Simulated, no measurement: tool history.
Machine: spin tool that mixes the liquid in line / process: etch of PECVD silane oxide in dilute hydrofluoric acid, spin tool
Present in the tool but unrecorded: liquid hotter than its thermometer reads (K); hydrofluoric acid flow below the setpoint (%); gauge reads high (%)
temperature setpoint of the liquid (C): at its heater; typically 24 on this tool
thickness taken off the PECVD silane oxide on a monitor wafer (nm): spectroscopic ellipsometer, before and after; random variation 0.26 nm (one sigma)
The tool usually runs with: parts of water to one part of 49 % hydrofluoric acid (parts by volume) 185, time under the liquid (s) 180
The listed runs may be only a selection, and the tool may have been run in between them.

run     day  temperature setpoint of the liquid (C)  parts of water to one part of 49 % hydrofluoric acid (parts by volume)  time under the liquid (s)  wafers since the last listed run  hours since the thermometer was replaced  hours since the hydrofluoric acid flow meter was replaced  hours since the gauge calibration  read-back film thickness of the PECVD silane oxide reference wafer, read on the same gauge (nm)  thickness taken off the PECVD silane oxide on a monitor wafer (nm)
  1       0                                      24                                                                     185                        230                                 0                                    2138.5                                                      637.8                              135.1                                                                                           130.01                                                               48.95
      0.992  -- hydrofluoric acid flow meter replaced
  2   2.871                                      24                                                                     185                        230                               543                                    2207.4                                                       45.1                                204                                                                                           129.98                                                               48.63
  3   4.592                                      24                                                                     185                        230                               330                                    2248.7                                                       86.4                              245.3                                                                                           129.94                                                               48.59
  4   5.771                                    25.5                                                                     185                        180                               226                                      2277                                                      114.7                              273.6                                                                                           130.03                                                               40.47
  5   7.467                                    25.5                                                                     185                        180                               325                                    2317.7                                                      155.4                              314.3                                                                                           129.97                                                               40.39
  6   8.779                                    25.5                                                                     185                        180                               252                                    2349.2                                                      186.9                              345.8                                                                                           129.96                                                               40.28
  7  10.225                                      24                                                                     185                        105                               277                                    2383.9                                                      221.6                              380.5                                                                                           129.98                                                               22.37
  8  11.946                                      24                                                                     185                        105                               330                                    2425.2                                                      262.9                              421.8                                                                                           129.94                                                               22.19
  9   18.25                                      24                                                                     185                        105                              1210                                    2576.5                                                      414.2                              573.1                                                                                           130.01                                                               22.54
 10  20.504                                      24                                                                     185                        180                               432                                    2630.6                                                      468.3                              627.2                                                                                              130                                                               38.24
     22.446  -- thermometer replaced
 11  23.346                                      24                                                                     185                        180                               537                                      21.6                                                      536.5                              695.4                                                                                              130                                                               40.75
 12  24.883                                      24                                                                     185                        180                               295                                      58.5                                                      573.4                              732.3                                                                                           130.06                                                               40.36
 13  26.021                                      24                                                                     185                        215                               218                                      85.8                                                      600.7                              759.6                                                                                           130.02                                                               48.19
       26.3  -- gauge calibrated
     27.883  -- hydrofluoric acid flow meter replaced
 14  28.629                                      24                                                                     185                        180                               493                                     148.4                                                       17.9                               55.9                                                                                           129.96                                                               40.92
 15  30.512                                      21                                                                     115                        140                               361                                     193.6                                                       63.1                              101.1                                                                                           129.96                                                               48.94
 16  32.983                                      22                                                                     265                        180                               474                                     252.9                                                      122.4                              160.4                                                                                           129.94                                                               24.12
 17  34.354                                      26                                                                     185                        180                               263                                     285.8                                                      155.3                              193.3                                                                                           129.97                                                               43.22
     34.912  -- thermometer replaced, repeated, since the last time left the tool worse
 18  37.008                                    21.5                                                                     155                        260                               501                                      50.3                                                        219                                257                                                                                           129.98                                                               58.49
 19  39.062                                      24                                                                     115                        250                               394                                      99.6                                                      268.3                              306.3                                                                                           130.01                                                               88.47
 20  41.988                                      24                                                                     110                        180                               561                                     169.8                                                      338.5                              376.5                                                                                           129.97                                                               66.75
 21  44.496                                      24                                                                     275                        235                               481                                       230                                                      398.7                              436.7                                                                                           130.02                                                                29.4
 22  47.467                                    25.5                                                                     110                        135                               570                                     301.3                                                        470                                508                                                                                           130.04                                                               52.55
 23  48.667                                      24                                                                     185                        180                               230                                     330.1                                                      498.8                              536.8                                                                                           130.01                                                               36.69
 24  50.983                                      22                                                                     185                        180                               445                                     385.7                                                      554.4                              592.4                                                                                           130.02                                                               33.86
 25  52.058                                      21                                                                     115                        140                               206                                     411.5                                                      580.2                              618.2                                                                                           129.97                                                               44.45
 26  54.442                                      24                                                                     215                        180                               457                                     468.7                                                      637.4                              675.4                                                                                           130.02                                                               30.59

Forecast each of these 3 alternatives for the next run:
  A  54.462                                    20.5                                                                     185                        180                                 4                                     469.2                                                      637.9                              675.9                                                                                                ?                                                                   ?
  B  54.462                                      29                                                                     235                        145                                 4                                     469.2                                                      637.9                              675.9                                                                                                ?                                                                   ?
  C  54.462                                    21.5                                                                     185                        180                                 4                                     469.2                                                      637.9                              675.9                                                                                                ?                                                                   ?

run  read-back film thickness of the PECVD silane oxide reference wafer, read on the same gauge (nm)  thickness taken off the PECVD silane oxide on a monitor wafer (nm)
  A                                                                                              130                                                               32.31
  B                                                                                              130                                                               26.39
  C                                                                                              130                                                               33.57
Take away the tool's hidden state, keep each run's random variation, and the runs would have read:
run  thickness taken off the PECVD silane oxide on a monitor wafer (nm)
  A                                                               31.69
  B                                                               25.94
  C                                                               32.93

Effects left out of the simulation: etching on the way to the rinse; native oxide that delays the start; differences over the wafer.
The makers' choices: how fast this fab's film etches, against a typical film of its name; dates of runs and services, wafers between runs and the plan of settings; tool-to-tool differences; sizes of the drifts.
